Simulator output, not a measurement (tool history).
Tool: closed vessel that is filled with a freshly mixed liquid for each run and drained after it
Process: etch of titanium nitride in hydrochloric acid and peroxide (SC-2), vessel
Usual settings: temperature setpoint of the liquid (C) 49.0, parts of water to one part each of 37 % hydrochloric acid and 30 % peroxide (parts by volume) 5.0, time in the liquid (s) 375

run    hour  temperature setpoint of the liquid (C)  parts of water to one part each of 37 % hydrochloric acid and 30 % peroxide (parts by volume)  time in the liquid (s)  read-back film thickness of the titanium nitride reference wafer, read on the same gauge (nm)  thickness taken off the titanium nitride on a monitor wafer (angstrom)
  1     0.0                                    49.0                                                                                            5.0                     375                                                                                          60.02                                                                   171.5
       56.7  -- new drum of peroxide connected
  2    78.6                                    49.0                                                                                            5.0                     375                                                                                          60.00                                                                   176.9
      125.5  -- thermometer replaced
  3   140.6                                    49.0                                                                                            6.0                     375                                                                                          59.99                                                                   146.4
  4   234.5                                    49.0                                                                                            6.0                     375                                                                                          59.98                                                                   147.9
  5   291.8                                    49.0                                                                                            6.0                     375                                                                                          60.00                                                                   148.6
  6   367.7                                    49.0                                                                                            5.0                     425                                                                                          60.01                                                                   197.4
  7   428.2                                    49.0                                                                                            5.0                     425                                                                                          59.98                                                                   197.9
  8   487.2                                    49.0                                                                                            5.0                     375                                                                                          60.00                                                                   175.7
  9   569.6                                    49.0                                                                                            5.0                     375                                                                                          60.00                                                                   179.3
 10   616.5                                    49.0                                                                                            5.0                     375                                                                                          60.01                                                                   178.6
      682.3  -- new drum of peroxide connected
 11   699.6                                    49.0                                                                                            4.0                     375                                                                                          60.01                                                                   211.4
      743.6  -- chemicals flow meter replaced
 12   797.8                                    49.0                                                                                            6.5                     200                                                                                          60.00                                                                    77.4
      822.0  -- thermometer replaced
 13   835.5                                    49.0                                                                                            5.5                     375                                                                                          60.02                                                                   152.6
 14   905.1                                    49.0                                                                                            5.5                     375                                                                                          60.00                                                                   152.7
     1004.3  -- gauge calibrated
 15  1005.5                                    49.0                                                                                            6.0                     375                                                                                          59.98                                                                   146.8
 16  1169.8                                    39.5                                                                                            5.0                     375                                                                                          60.02                                                                    89.4
 17  1285.6                                    53.0                                                                                            5.0                     375                                                                                          60.01                                                                   226.3
 18  1347.5                                    45.5                                                                                            6.0                     230                                                                                          59.97                                                                    75.0
     1386.6  -- new drum of peroxide connected
 19  1411.8                                    52.0                                                                                            4.0                     150                                                                                          60.02                                                                   102.1
     1451.2  -- thermometer replaced
 20  1481.8                                    49.0                                                                                            5.0                     185                                                                                          59.99                                                                    83.2
 21  1578.2                                    41.5                                                                                            4.0                     155                                                                                          59.97                                                                    49.4
 22  1626.8                                    40.5                                                                                            4.0                     500                                                                                          60.00                                                                   148.2
 23  1678.4                                    41.5                                                                                            4.0                     155                                                                                          60.02                                                                    50.1
 24  1744.7                                    49.0                                                                                            4.0                     520                                                                                          60.00                                                                   284.3
 25  1796.9                                    49.0                                                                                            4.0                     550                                                                                          59.99                                                                   301.3
 26  1867.2                                    49.0                                                                                            5.0                     475                                                                                          60.01                                                                   227.5
     1885.2  -- chemicals flow meter replaced
 27  1936.9                                    49.0                                                                                            6.0                     375                                                                                          60.01                                                                   147.0
 28  2015.2                                    49.0                                                                                            5.0                     375                                                                                          59.99                                                                   175.1

Some steps in thickness taken off the titanium nitride on a monitor wafer (angstrom) between neighbouring runs. How much of each would the tool show without its hidden state too (settings, what came in, random variation), and how much is left for the hidden state, with any gauge scatter that isn't in both results?
The hidden state here: liquid hotter than its thermometer reads (K); chemicals flow above the setpoint (%); peroxide weaker than its label (%); gauge reads high (%).
Run 11 -> 12: parts of water to one part each of 37 % hydrochloric acid and 30 % peroxide (parts by volume) 4.0 -> 6.5, time in the liquid (s) 375 -> 200, chemicals flow meter replaced. thickness taken off the titanium nitride on a monitor wafer (angstrom) -134.0: hidden state -17.9, all else -116.1.
Run 17 -> 18: temperature setpoint of the liquid (C) 53.0 -> 45.5, parts of water to one part each of 37 % hydrochloric acid and 30 % peroxide (parts by volume) 5.0 -> 6.0, time in the liquid (s) 375 -> 230. thickness taken off the titanium nitride on a monitor wafer (angstrom) -151.3: hidden state -11.2, all else -140.1.
Run 23 -> 24: temperature setpoint of the liquid (C) 41.5 -> 49.0, time in the liquid (s) 155 -> 520. thickness taken off the titanium nitride on a monitor wafer (angstrom) +234.2: hidden state +19.7, all else +214.5.

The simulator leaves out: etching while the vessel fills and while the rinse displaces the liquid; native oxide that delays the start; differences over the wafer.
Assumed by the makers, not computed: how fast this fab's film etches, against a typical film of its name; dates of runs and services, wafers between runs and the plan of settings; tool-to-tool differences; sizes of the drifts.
